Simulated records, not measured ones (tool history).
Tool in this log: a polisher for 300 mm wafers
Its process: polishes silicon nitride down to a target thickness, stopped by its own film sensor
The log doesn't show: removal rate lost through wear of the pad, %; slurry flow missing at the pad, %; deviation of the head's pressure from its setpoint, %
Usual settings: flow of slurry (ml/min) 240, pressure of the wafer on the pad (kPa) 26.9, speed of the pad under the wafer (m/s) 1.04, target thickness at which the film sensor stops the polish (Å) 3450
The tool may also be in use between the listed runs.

| run | hour | flow of slurry (ml/min) | pressure of the wafer on the pad (kPa) | speed of the pad under the wafer (m/s) | target thickness at which the film sensor stops the polish (Å) | wafers since the last listed run | wafers polished on this pad | hours since the slurry nozzle was cleaned | hours since the head pressure was calibrated | incoming thickness of the incoming film, nm | time until the film sensor stopped the polish (s) |
|---|---|---|---|---|---|---|---|---|---|---|---|
| 1 | 0 | 240 | 33.1 | 1.04 | 3450 | 0 | 2204 | 207.4 | 240.1 | 514.6 | 75.5 |
|  | 24.4 | worn pad replaced by a new one |
| 2 | 29.2 | 240 | 33.1 | 1.04 | 3450 | 253 | 48 | 236.6 | 269.3 | 516.8 | 76.5 |
| 3 | 96.1 | 240 | 26.9 | 1.04 | 3450 | 672 | 720 | 303.5 | 336.2 | 512.7 | 93.2 |
| 4 | 143 | 240 | 26.9 | 1.04 | 3450 | 471 | 1192 | 350.4 | 383.1 | 515.8 | 94.7 |
| 5 | 190.9 | 240 | 26.9 | 1.04 | 3450 | 481 | 1673 | 398.3 | 431 | 510.2 | 91.2 |
| 6 | 243 | 240 | 26.9 | 1.04 | 3450 | 523 | 2197 | 450.4 | 483.1 | 505.1 | 89.2 |
| 7 | 305.4 | 240 | 26.9 | 1.04 | 3450 | 627 | 2825 | 512.8 | 545.5 | 509.7 | 93.1 |
|  | 322.3 | worn pad replaced by a new one |
| 8 | 370.3 | 240 | 23.4 | 1.04 | 3450 | 612 | 482 | 577.7 | 610.4 | 510 | 111.7 |
| 9 | 427.6 | 240 | 23.4 | 1.04 | 3450 | 576 | 1058 | 635 | 667.7 | 507.3 | 111.1 |
|  | 449.9 | slurry nozzle cleaned |
| 10 | 476.6 | 240 | 23.4 | 1.04 | 3450 | 482 | 1540 | 26.7 | 716.7 | 507.5 | 98.4 |
| 11 | 527.3 | 240 | 26.9 | 1.04 | 3450 | 509 | 2050 | 77.4 | 767.4 | 513 | 90.1 |
|  | 550.8 | worn pad replaced by a new one |
| 12 | 591.8 | 290 | 24.1 | 1.04 | 3450 | 608 | 411 | 141.9 | 831.9 | 513.1 | 96.2 |
|  | 725.2 | head pressure recalibrated |
| 13 | 734.2 | 180 | 31.7 | 1.04 | 3450 | 1411 | 1823 | 284.3 | 9 | 510.4 | 84.3 |
| 14 | 797.6 | 240 | 33.1 | 1.04 | 3770 | 637 | 2460 | 347.7 | 72.4 | 513.9 | 63.6 |
|  | 810.1 | worn pad replaced by a new one |
| 15 | 985.2 | 240 | 26.9 | 1.34 | 3450 | 1845 | 1760 | 535.3 | 260 | 515.6 | 83.9 |
|  | 1019.3 | slurry nozzle cleaned |
| 16 | 1044.6 | 240 | 26.9 | 1.04 | 3680 | 587 | 2347 | 25.3 | 319.4 | 514.4 | 81 |
| 17 | 1073.7 | 175 | 20.7 | 1.04 | 3780 | 292 | 2639 | 54.4 | 348.5 | 502.2 | 91.4 |
|  | 1103.1 | worn pad replaced by a new one |
| 18 | 1136.8 | 240 | 26.9 | 1.28 | 3260 | 594 | 338 | 117.5 | 411.6 | 511.6 | 85.2 |
| 19 | 1208.2 | 240 | 26.9 | 1.34 | 3450 | 717 | 1056 | 188.9 | 483 | 511.7 | 74.9 |
| 20 | 1246.5 | 240 | 33.1 | 1.04 | 3770 | 385 | 1441 | 227.2 | 521.3 | 507.8 | 56.4 |
| 21 | 1290.1 | 285 | 26.9 | 1.38 | 3600 | 438 | 1879 | 270.8 | 564.9 | 509.1 | 63.8 |
| 22 | 1314.4 | 240 | 24.1 | 1.04 | 3450 | 244 | 2124 | 295.1 | 589.2 | 510.4 | 97.4 |

Alternative continuations, all from the tool just after run 22; predict every row:
| A | 1314.8 | 240 | 26.9 | 1.04 | 3450 | 4 | 2128 | 295.5 | 589.6 | 517.2 | ? |
| B | 1314.8 | 240 | 17.9 | 1.04 | 3450 | 4 | 2128 | 295.5 | 589.6 | 517.2 | ? |
| C | 1314.8 | 170 | 23.4 | 1.04 | 3450 | 4 | 2128 | 295.5 | 589.6 | 517.2 | ? |
| D | 1314.8 | 240 | 32.4 | 1.16 | 3450 | 4 | 2128 | 295.5 | 589.6 | 517.2 | ? |

| run | time until the film sensor stopped the polish (s) |
|---|---|
| A | 88.2 |
| B | 132.3 |
| C | 107 |
| D | 68.2 |
With the hidden condition removed and each run's random variation left untouched, the same runs would have given:
| run | time until the film sensor stopped the polish (s) |
|---|---|
| A | 93.2 |
| B | 139.7 |
| C | 112.2 |
| D | 72 |

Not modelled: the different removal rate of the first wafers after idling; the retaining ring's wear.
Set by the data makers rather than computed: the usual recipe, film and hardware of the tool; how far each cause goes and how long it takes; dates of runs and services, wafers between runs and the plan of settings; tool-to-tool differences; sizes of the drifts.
